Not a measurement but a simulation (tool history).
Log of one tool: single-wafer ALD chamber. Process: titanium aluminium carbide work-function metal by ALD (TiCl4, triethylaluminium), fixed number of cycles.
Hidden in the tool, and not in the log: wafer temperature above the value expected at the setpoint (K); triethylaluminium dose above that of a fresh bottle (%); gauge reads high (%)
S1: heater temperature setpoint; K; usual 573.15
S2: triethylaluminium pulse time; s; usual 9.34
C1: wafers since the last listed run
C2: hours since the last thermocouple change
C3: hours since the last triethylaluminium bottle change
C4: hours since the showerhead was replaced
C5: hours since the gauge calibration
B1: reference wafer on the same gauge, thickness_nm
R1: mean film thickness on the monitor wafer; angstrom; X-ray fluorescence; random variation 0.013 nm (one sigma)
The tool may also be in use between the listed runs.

Run 1, day 0: usual settings but S2 11.16 s; C1 0; C2 1510.2; C3 437.8; C4 1434.9; C5 265; B1 2.291. Result: R1 23.27 angstrom.
Run 2, day 1.492: usual settings but S2 11.16 s; C1 245; C2 1546; C3 473.6; C4 1470.7; C5 300.8; B1 2.288. Result: R1 23.53 angstrom.
Run 3, day 4.392: usual settings but S2 11.16 s; C1 477; C2 1615.6; C3 543.2; C4 1540.3; C5 370.4; B1 2.289. Result: R1 23.21 angstrom.
Run 4, day 5.7: usual settings; C1 215; C2 1647; C3 574.6; C4 1571.7; C5 401.8; B1 2.291. Result: R1 22.71 angstrom.
Run 5, day 6.771: usual settings; C1 176; C2 1672.7; C3 600.3; C4 1597.4; C5 427.5; B1 2.291. Result: R1 22.83 angstrom.
Run 6, day 7.804: usual settings; C1 170; C2 1697.5; C3 625.1; C4 1622.2; C5 452.3; B1 2.289. Result: R1 22.82 angstrom.
Run 7, day 9.092: usual settings; C1 212; C2 1728.4; C3 656; C4 1653.1; C5 483.2; B1 2.29. Result: R1 22.7 angstrom.
Run 8, day 11.512: usual settings; C1 399; C2 1786.5; C3 714.1; C4 1711.2; C5 541.3; B1 2.291. Result: R1 22.52 angstrom.
Run 9, day 14.183: usual settings but S1 582.15 K, S2 11.74 s; C1 440; C2 1850.6; C3 778.2; C4 1775.3; C5 605.4; B1 2.291. Result: R1 24.19 angstrom.
Run 10, day 16.783: usual settings but S1 582.15 K, S2 11.74 s; C1 428; C2 1913; C3 840.6; C4 1837.7; C5 667.8; B1 2.289. Result: R1 24.1 angstrom.
Run 11, day 19.508: usual settings but S1 568.15 K; C1 449; C2 1978.4; C3 906; C4 1903.1; C5 733.2; B1 2.291. Result: R1 22.23 angstrom.
At day 22.346: thermocouple changed; heater temperature recalibrated.
Run 12, day 22.4: usual settings but S1 568.15 K; C1 421; C2 1.3; C3 975.4; C4 1972.5; C5 802.6; B1 2.29. Result: R1 22.28 angstrom.
Run 13, day 23.883: usual settings but S2 10.36 s; C1 244; C2 36.9; C3 1011; C4 2008.1; C5 838.2; B1 2.292. Result: R1 23.05 angstrom.
Run 14, day 26.167: usual settings but S2 10.36 s; C1 376; C2 91.7; C3 1065.8; C4 2062.9; C5 893; B1 2.29. Result: R1 23.16 angstrom.
Run 15, day 28.712: usual settings; C1 419; C2 152.8; C3 1126.9; C4 2124; C5 954.1; B1 2.291. Result: R1 22.85 angstrom.
At day 29.742: showerhead replaced.
Run 16, day 30.846: usual settings; C1 296; C2 204; C3 1178.1; C4 26.5; C5 1005.3; B1 2.291. Result: R1 22.71 angstrom.
Run 17, day 33.183: usual settings; C1 385; C2 260.1; C3 1234.2; C4 82.6; C5 1061.4; B1 2.29. Result: R1 22.65 angstrom.
Run 18, day 36.042: usual settings but S1 582.15 K, S2 11.87 s; C1 471; C2 328.7; C3 1302.8; C4 151.2; C5 1130; B1 2.288. Result: R1 24.16 angstrom.
At day 37.25: gauge calibrated.
Run 19, day 37.317: usual settings; C1 210; C2 359.3; C3 1333.4; C4 181.8; C5 1.6; B1 2.288. Result: R1 22.77 angstrom.
Run 20, day 38.871: usual settings but S2 6.72 s; C1 256; C2 396.6; C3 1370.7; C4 219.1; C5 38.9; B1 2.288. Result: R1 19.27 angstrom.
Run 21, day 40.6: usual settings but S1 562.15 K, S2 11.93 s; C1 285; C2 438.1; C3 1412.2; C4 260.6; C5 80.4; B1 2.291. Result: R1 22.41 angstrom.
Run 22, day 41.9: usual settings but S1 578.15 K; C1 214; C2 469.3; C3 1443.4; C4 291.8; C5 111.6; B1 2.289. Result: R1 23.37 angstrom.
At day 42.612: triethylaluminium bottle replaced.
Run 23, day 44.888: usual settings but S1 580.15 K, S2 11.66 s; C1 437; C2 541; C3 54.6; C4 363.5; C5 183.3; B1 2.288. Result: R1 24.12 angstrom.
Run 24, day 46.558: usual settings but S1 583.15 K, S2 11.38 s; C1 275; C2 581.1; C3 94.7; C4 403.6; C5 223.4; B1 2.291. Result: R1 24.44 angstrom.
Run 25, day 49.533: usual settings but S1 587.15 K, S2 11.6 s; C1 490; C2 652.5; C3 166.1; C4 475; C5 294.8; B1 2.291. Result: R1 24.73 angstrom.
Run 26, day 51.683: usual settings; C1 354; C2 704.1; C3 217.7; C4 526.6; C5 346.4; B1 2.291. Result: R1 22.76 angstrom.
Run 27, day 54.142: usual settings; C1 405; C2 763.1; C3 276.7; C4 585.6; C5 405.4; B1 2.288. Result: R1 22.45 angstrom.
Run 28, day 56.229: usual settings; C1 344; C2 813.2; C3 326.8; C4 635.7; C5 455.5; B1 2.291. Result: R1 22.87 angstrom.
Run 29, day 58.746: usual settings but S1 587.15 K, S2 6.56 s; C1 414; C2 873.6; C3 387.2; C4 696.1; C5 515.9; B1 2.288. Result: R1 19.79 angstrom.
Run 30, day 60.717: usual settings but S1 559.15 K; C1 324; C2 920.9; C3 434.5; C4 743.4; C5 563.2; B1 2.292. Result: R1 21.55 angstrom.
Run 31, day 62.05: usual settings but S2 10.39 s; C1 219; C2 952.9; C3 466.5; C4 775.4; C5 595.2; B1 2.291. Result: R1 23.04 angstrom.
Run 32, day 63.217: usual settings but S1 586.15 K, S2 12.08 s; C1 192; C2 980.9; C3 494.5; C4 803.4; C5 623.2; B1 2.292. Result: R1 24.76 angstrom.
Run 33, day 65.433: usual settings but S1 565.15 K; C1 365; C2 1034.1; C3 547.7; C4 856.6; C5 676.4; B1 2.29. Result: R1 22.01 angstrom.
Run 34, day 67.475: usual settings but S1 569.15 K, S2 10.74 s; C1 336; C2 1083.1; C3 596.7; C4 905.6; C5 725.4; B1 2.291. Result: R1 22.79 angstrom.

The tool's hidden state at each run:
wafer temperature above the value expected at the setpoint (K): 0 in every run
triethylaluminium dose above that of a fresh bottle (%): 0 in every run
gauge reads high (%): 0 in every run
